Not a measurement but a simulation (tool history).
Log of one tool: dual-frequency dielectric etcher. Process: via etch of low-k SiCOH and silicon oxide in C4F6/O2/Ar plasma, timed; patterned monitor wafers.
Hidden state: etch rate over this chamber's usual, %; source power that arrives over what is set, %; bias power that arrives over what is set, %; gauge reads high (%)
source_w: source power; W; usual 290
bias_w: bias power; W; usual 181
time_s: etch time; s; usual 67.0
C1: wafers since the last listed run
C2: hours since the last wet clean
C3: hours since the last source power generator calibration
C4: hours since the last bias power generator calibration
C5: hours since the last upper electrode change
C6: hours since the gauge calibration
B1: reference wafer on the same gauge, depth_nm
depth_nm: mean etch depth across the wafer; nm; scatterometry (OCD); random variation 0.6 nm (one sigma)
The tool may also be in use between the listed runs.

Run 1, day 0.000: usual settings; C1 0; C2 302.9; C3 1318.4; C4 3211.4; C5 1064.8; C6 1328.8; B1 156.2. Result: depth_nm 155.5 nm.
Run 2, day 1.783: usual settings; C1 346; C2 345.7; C3 1361.2; C4 3254.2; C5 1107.6; C6 1371.6; B1 156.0. Result: depth_nm 156.3 nm.
Run 3, day 3.362: usual settings; C1 306; C2 383.6; C3 1399.1; C4 3292.1; C5 1145.5; C6 1409.5; B1 155.9. Result: depth_nm 155.2 nm.
Run 4, day 15.908: usual settings but source_w 330 W; C1 2438; C2 684.7; C3 1700.2; C4 3593.2; C5 1446.6; C6 1710.6; B1 155.9. Result: depth_nm 165.0 nm.
Run 5, day 18.029: usual settings but source_w 260 W, bias_w 206 W, time_s 59.0 s; C1 412; C2 735.6; C3 1751.1; C4 3644.1; C5 1497.5; C6 1761.5; B1 156.0. Result: depth_nm 136.0 nm.
At day 21.358: wet clean of the chamber.
Run 6, day 22.312: usual settings; C1 638; C2 22.9; C3 1853.9; C4 3746.9; C5 1600.3; C6 1864.3; B1 155.9. Result: depth_nm 155.9 nm.
Run 7, day 26.704: usual settings; C1 853; C2 128.3; C3 1959.3; C4 3852.3; C5 1705.7; C6 1969.7; B1 156.0. Result: depth_nm 155.2 nm.
At day 30.612: bias power generator calibrated.
Run 8, day 30.871: usual settings but bias_w 204 W, time_s 83.0 s; C1 777; C2 228.3; C3 2059.3; C4 6.2; C5 1805.7; C6 2069.7; B1 156.0. Result: depth_nm 202.2 nm.
Run 9, day 33.054: usual settings but source_w 270 W; C1 424; C2 280.7; C3 2111.7; C4 58.6; C5 1858.1; C6 2122.1; B1 155.9. Result: depth_nm 152.8 nm.
Run 10, day 37.454: usual settings but source_w 240 W, bias_w 203 W, time_s 50.0 s; C1 855; C2 386.3; C3 2217.3; C4 164.2; C5 1963.7; C6 2227.7; B1 156.2. Result: depth_nm 112.5 nm.
Run 11, day 49.758: usual settings but source_w 270 W, time_s 80.5 s; C1 2391; C2 681.6; C3 2512.6; C4 459.5; C5 2259.0; C6 2523.0; B1 156.1. Result: depth_nm 184.8 nm.
At day 50.442: gauge calibrated.
Run 12, day 52.879: usual settings but bias_w 157 W; C1 606; C2 756.5; C3 2587.5; C4 534.4; C5 2333.9; C6 58.5; B1 156.0. Result: depth_nm 151.0 nm.
At day 54.754: wet clean of the chamber.
Run 13, day 57.071: usual settings but bias_w 159 W, time_s 76.0 s; C1 620; C2 55.6; C3 2688.1; C4 635.0; C5 2434.5; C6 159.1; B1 156.0. Result: depth_nm 171.7 nm.
Run 14, day 61.408: usual settings; C1 843; C2 159.7; C3 2792.2; C4 739.1; C5 2538.6; C6 263.2; B1 156.0. Result: depth_nm 157.4 nm.
Run 15, day 63.583: usual settings but source_w 250 W; C1 422; C2 211.9; C3 2844.4; C4 791.3; C5 2590.8; C6 315.4; B1 156.0. Result: depth_nm 149.1 nm.
Run 16, day 66.521: usual settings but bias_w 210 W; C1 570; C2 282.4; C3 2914.9; C4 861.8; C5 2661.3; C6 385.9; B1 156.0. Result: depth_nm 165.7 nm.
At day 67.992: source power generator calibrated.
At day 70.175: upper electrode replaced.
Run 17, day 70.196: usual settings but source_w 250 W, bias_w 164 W, time_s 81.5 s; C1 487; C2 370.6; C3 52.9; C4 950.0; C5 0.5; C6 474.1; B1 156.1. Result: depth_nm 170.5 nm.
Run 18, day 70.942: usual settings but source_w 240 W, time_s 53.5 s; C1 144; C2 388.5; C3 70.8; C4 967.9; C5 18.4; C6 492.0; B1 156.1. Result: depth_nm 114.1 nm.
Run 19, day 74.442: usual settings but source_w 230 W, bias_w 142 W, time_s 77.5 s; C1 680; C2 472.5; C3 154.8; C4 1051.9; C5 102.4; C6 576.0; B1 156.1. Result: depth_nm 150.2 nm.
Run 20, day 78.067: usual settings; C1 704; C2 559.5; C3 241.8; C4 1138.9; C5 189.4; C6 663.0; B1 156.0. Result: depth_nm 155.2 nm.
Run 21, day 80.188: usual settings but source_w 230 W, bias_w 148 W, time_s 60.0 s; C1 412; C2 610.4; C3 292.7; C4 1189.8; C5 240.3; C6 713.9; B1 156.1. Result: depth_nm 117.9 nm.
Run 22, day 82.762: usual settings but bias_w 148 W; C1 500; C2 672.2; C3 354.5; C4 1251.6; C5 302.1; C6 775.7; B1 156.2. Result: depth_nm 146.5 nm.
Run 23, day 85.558: usual settings; C1 543; C2 739.3; C3 421.6; C4 1318.7; C5 369.2; C6 842.8; B1 156.0. Result: depth_nm 154.8 nm.
Run 24, day 89.521: usual settings but bias_w 146 W; C1 770; C2 834.4; C3 516.7; C4 1413.8; C5 464.3; C6 937.9; B1 156.1. Result: depth_nm 145.0 nm.
At day 93.688: wet clean of the chamber.
Run 25, day 93.992: usual settings but source_w 310 W, bias_w 202 W, time_s 85.5 s; C1 674; C2 7.3; C3 624.0; C4 1521.1; C5 571.6; C6 1045.2; B1 155.9. Result: depth_nm 212.6 nm.
Run 26, day 97.892: usual settings but source_w 240 W, bias_w 203 W, time_s 72.5 s; C1 758; C2 100.9; C3 717.6; C4 1614.7; C5 665.2; C6 1138.8; B1 155.9. Result: depth_nm 160.0 nm.

The next listed run, before its measurement:
Run 27, day 102.075: usual settings but source_w 250 W, bias_w 160 W, time_s 55.0 s; C1 813; C2 201.3; C3 818.0; C4 1715.1; C5 765.6; C6 1239.2; B1 ?. Result: depth_nm ?.

B1: 156.0
depth_nm: 114.5 nm
Without the tool's hidden state the same run would have given depth_nm 113.8 nm.
